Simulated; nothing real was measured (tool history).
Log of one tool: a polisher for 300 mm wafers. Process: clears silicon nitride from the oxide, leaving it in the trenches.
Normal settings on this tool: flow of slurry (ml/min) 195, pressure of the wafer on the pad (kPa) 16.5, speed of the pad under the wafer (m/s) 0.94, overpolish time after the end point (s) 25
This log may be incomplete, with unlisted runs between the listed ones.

run     day  flow of slurry (ml/min)  pressure of the wafer on the pad (kPa)  speed of the pad under the wafer (m/s)  overpolish time after the end point (s)  incoming thickness of the incoming film, nm  time until the end point was called (s)
  1       0                      195                                    18.6                                    0.94                                       25                                         84.8                                    112.6
  2   0.292                      195                                    18.6                                    0.94                                       25                                         85.9                                    116.7
  3   0.788                      195                                    18.6                                    0.94                                       25                                         84.8                                      116
  4   1.046                      155                                    16.5                                    0.94                                       25                                         83.6                                    139.1
  5   1.692                      155                                    16.5                                    0.94                                       25                                         84.3                                    138.8
  6   2.296                      195                                    16.5                                    0.94                                       25                                           84                                    130.2
      3.062  -- worn pad replaced by a new one
  7   3.083                      195                                    16.5                                    0.94                                       25                                         84.8                                    132.7
  8   3.633                      195                                    16.5                                    0.94                                       25                                         83.8                                    132.2
  9   4.104                      195                                    16.5                                    0.94                                       25                                         86.2                                    135.4
 10   4.667                      165                                    16.5                                    0.94                                       25                                         83.8                                    139.4
 11   5.221                      160                                    16.5                                    0.94                                       25                                         84.9                                      146
 12   5.788                      195                                    16.5                                    0.94                                       25                                         84.6                                    134.4
      6.254  -- head pressure recalibrated
 13   6.454                      195                                    16.5                                    0.94                                       25                                           85                                    122.3
      6.846  -- worn pad replaced by a new one
 14   6.925                      195                                    16.5                                    0.94                                       25                                         85.6                                      122
 15   7.404                      195                                    16.5                                    0.94                                       25                                         85.8                                      125
 16   7.654                      195                                    16.5                                    0.94                                       25                                         84.3                                      123
 17   8.371                      195                                    12.4                                    1.12                                       25                                         83.6                                      136
      8.675  -- slurry nozzle cleaned
 18   9.067                      245                                    15.2                                    0.76                                       30                                         84.1                                    137.2
 19   9.683                      145                                    16.5                                    0.94                                       32                                         84.7                                    112.7
 20   10.25                      160                                    16.5                                    0.94                                       25                                         85.2                                    110.5
      10.55  -- worn pad replaced by a new one
 21  10.612                      260                                    16.5                                     1.2                                       20                                         84.6                                     79.3
 22  11.254                      130                                    20.7                                    1.16                                       25                                           85                                     75.1
 23  11.725                      195                                    16.5                                    0.94                                       25                                         84.8                                    106.9
 24  12.067                      175                                    19.3                                    1.08                                       19                                         83.4                                     80.9
 25  12.375                      195                                    14.5                                    0.94                                       13                                           85                                    122.5
 26  12.754                      260                                    16.5                                     1.2                                       20                                         83.6                                     79.6
 27  13.171                      215                                    13.8                                     0.7                                       14                                           85                                    170.1
 28  13.454                      195                                    16.5                                    0.94                                       25                                         84.5                                    107.4
 29  13.808                      195                                    16.5                                     1.2                                       25                                         86.7                                     87.7
 30    14.5                      250                                    19.3                                    1.18                                       32                                         86.3                                     72.6
     14.896  -- worn pad replaced by a new one
 31  15.029                      195                                    13.8                                    1.18                                       25                                         84.9                                    104.8

What if the next run were any one of these 4? Each begins from the tool's condition after run 31:
  A  15.05                      195                                    16.5                                    0.94                                       25                                         83.4                                        ?
  B  15.05                      195                                    15.2                                    0.94                                       12                                         83.4                                        ?
  C  15.05                      250                                    16.5                                    0.94                                       25                                         83.4                                        ?
  D  15.05                      195                                    16.5                                    0.76                                       25                                         83.4                                        ?

run  time until the end point was called (s)
  A                                      106
  B                                    115.6
  C                                    102.2
  D                                    131.1
What these runs would have given with no unlogged condition in the tool:
run  time until the end point was called (s)
  A                                    101.5
  B                                    110.8
  C                                     98.3
  D                                    125.6
